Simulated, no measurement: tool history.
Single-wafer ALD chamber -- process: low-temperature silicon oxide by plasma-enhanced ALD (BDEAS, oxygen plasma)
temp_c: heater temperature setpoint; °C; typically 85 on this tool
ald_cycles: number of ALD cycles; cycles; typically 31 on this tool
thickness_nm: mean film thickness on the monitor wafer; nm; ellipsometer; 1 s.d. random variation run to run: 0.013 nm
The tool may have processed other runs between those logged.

run,day,temp_c,ald_cycles,"read-back reference wafer on the same gauge, thickness_nm",thickness_nm
1,0,89,34,5.661,5.356
2,1.538,89,34,5.659,5.346
3,4.117,79,31,5.658,5.06
4,6.579,85,31,5.656,4.962
5,9.762,85,31,5.662,4.936
6,12.092,85,31,5.66,4.962
7,16.562,95,29,5.656,4.445
8,19.958,95,29,5.659,4.453
9,22.412,95,29,5.659,4.452
10,25.333,90,31,5.654,4.829
11,26.904,85,27,5.66,4.289
12,29.779,91,29,5.659,4.48
# day 33.142: gauge calibrated
13,33.9,97,28,5.659,4.275
14,38.95,91,25,5.659,3.87
15,42.112,85,31,5.658,4.902
# day 43.688: thermocouple changed; heater temperature recalibrated
16,45.683,80,27,5.662,4.471
17,49.433,71,28,5.66,4.774
18,52.492,85,26,5.66,4.207
19,56.7,85,35,5.657,5.636
20,58.225,85,31,5.654,5.019
21,62.321,85,31,5.657,4.992
22,65.1,98,31,5.661,4.767

Forecast each of these 5 alternatives for the next run:
A,65.121,85,31,?,?
B,65.121,77,25,?,?
C,65.121,93,34,?,?
D,65.121,91,35,?,?
E,65.121,79,29,?,?

run,"read-back reference wafer on the same gauge, thickness_nm",thickness_nm
A,5.661,5.002
B,5.661,4.16
C,5.661,5.313
D,5.661,5.514
E,5.661,4.789
With the hidden condition removed and each run's random variation left untouched, the same runs would have given:
run,thickness_nm
A,5.033
B,4.186
C,5.348
D,5.55
E,4.819

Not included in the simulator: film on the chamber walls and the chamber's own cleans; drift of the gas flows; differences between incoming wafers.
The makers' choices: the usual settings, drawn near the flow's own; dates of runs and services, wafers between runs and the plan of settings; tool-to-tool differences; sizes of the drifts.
